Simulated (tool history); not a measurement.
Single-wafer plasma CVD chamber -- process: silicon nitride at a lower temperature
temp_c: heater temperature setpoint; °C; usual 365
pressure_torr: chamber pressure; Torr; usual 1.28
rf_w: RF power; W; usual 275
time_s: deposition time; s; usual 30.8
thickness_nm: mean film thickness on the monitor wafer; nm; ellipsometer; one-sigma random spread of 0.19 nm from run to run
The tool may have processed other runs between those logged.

run     day  temp_c  pressure_torr  rf_w  time_s  wafers since the last listed run  hours since the last thermocouple change  hours since the last RF generator calibration  hours since the last manometer calibration  hours since the showerhead was replaced  hours since the gauge calibration  read-back reference wafer on the same gauge, thickness_nm  thickness_nm
  1       0     365           1.28   245    30.8                                 0                                     562.6                                          661.2                                         150                                     3189                              703.8                                                     30.243        32.091
  2   1.379     365           1.28   245    30.8                               600                                     595.7                                          694.3                                       183.1                                   3222.1                              736.9                                                     30.208        32.145
  3   2.838     365           1.28   245    30.8                               634                                     630.7                                          729.3                                       218.1                                   3257.1                              771.9                                                     30.196        32.099
  4   4.983     365           1.28   275    30.8                               933                                     682.2                                          780.8                                       269.6                                   3308.6                              823.4                                                     30.215        34.144
  5  13.008     365           1.28   275    30.8                              3491                                     874.8                                          973.4                                       462.2                                   3501.2                               1016                                                     30.212        33.766
  6  14.096     365           1.28   275    30.8                               473                                     900.9                                          999.5                                       488.3                                   3527.3                             1042.1                                                     30.175        33.555
  7  21.012     365           1.28   275    30.8                              3009                                    1066.9                                         1165.5                                       654.3                                   3693.3                             1208.1                                                     30.195        33.374
  8  22.221     365           1.28   275    30.8                               525                                    1095.9                                         1194.5                                       683.3                                   3722.3                             1237.1                                                     30.171        33.246
  9  25.029     365           1.28   275    30.8                              1221                                    1163.3                                         1261.9                                       750.7                                   3789.7                             1304.5                                                     30.231        33.305
 10  27.388     365           1.28   275    30.8                              1026                                    1219.9                                         1318.5                                       807.3                                   3846.3                             1361.1                                                      30.21        33.332
 11    28.7     365           1.28   275    30.8                               571                                    1251.4                                           1350                                       838.8                                   3877.8                             1392.6                                                     30.205        33.058
 12  30.946     365           0.99   260    30.8                               977                                    1305.3                                         1403.9                                       892.7                                   3931.7                             1446.5                                                     30.189          27.5
 13  32.021     376           1.28   225    35.2                               467                                    1331.1                                         1429.7                                       918.5                                   3957.5                             1472.3                                                      30.19        33.623
     32.575  -- thermocouple changed; heater temperature recalibrated
     32.933  -- showerhead replaced
     34.067  -- gauge calibrated
 14  34.179     352           1.08   290    35.7                               648                                      38.5                                         1481.5                                       970.3                                     29.9                                2.7                                                     30.205        36.072
 15  37.008     352            1.5   235    30.8                              1230                                     106.4                                         1549.4                                      1038.2                                     97.8                               70.6                                                     30.182        32.647
 16  39.625     365           1.04   275    30.8                              1138                                     169.2                                         1612.2                                        1101                                    160.6                              133.4                                                     30.228         29.34
     41.825  -- RF generator calibrated
 17  42.342     365           1.54   275    30.8                              1036                                     234.4                                           12.4                                      1166.2                                    225.8                              198.6                                                     30.193        36.961

Expected results for the next run?
 18  44.446     369           1.28   275    30.8                               915                                     284.9                                           62.9                                      1216.7                                    276.3                              249.1                                                          ?             ?

read-back reference wafer on the same gauge, thickness_nm: 30.172
thickness_nm: 34.206 nm
Take away the tool's hidden state, keep the run-to-run variation as it was, and the same run would have given thickness_nm 35.785 nm.

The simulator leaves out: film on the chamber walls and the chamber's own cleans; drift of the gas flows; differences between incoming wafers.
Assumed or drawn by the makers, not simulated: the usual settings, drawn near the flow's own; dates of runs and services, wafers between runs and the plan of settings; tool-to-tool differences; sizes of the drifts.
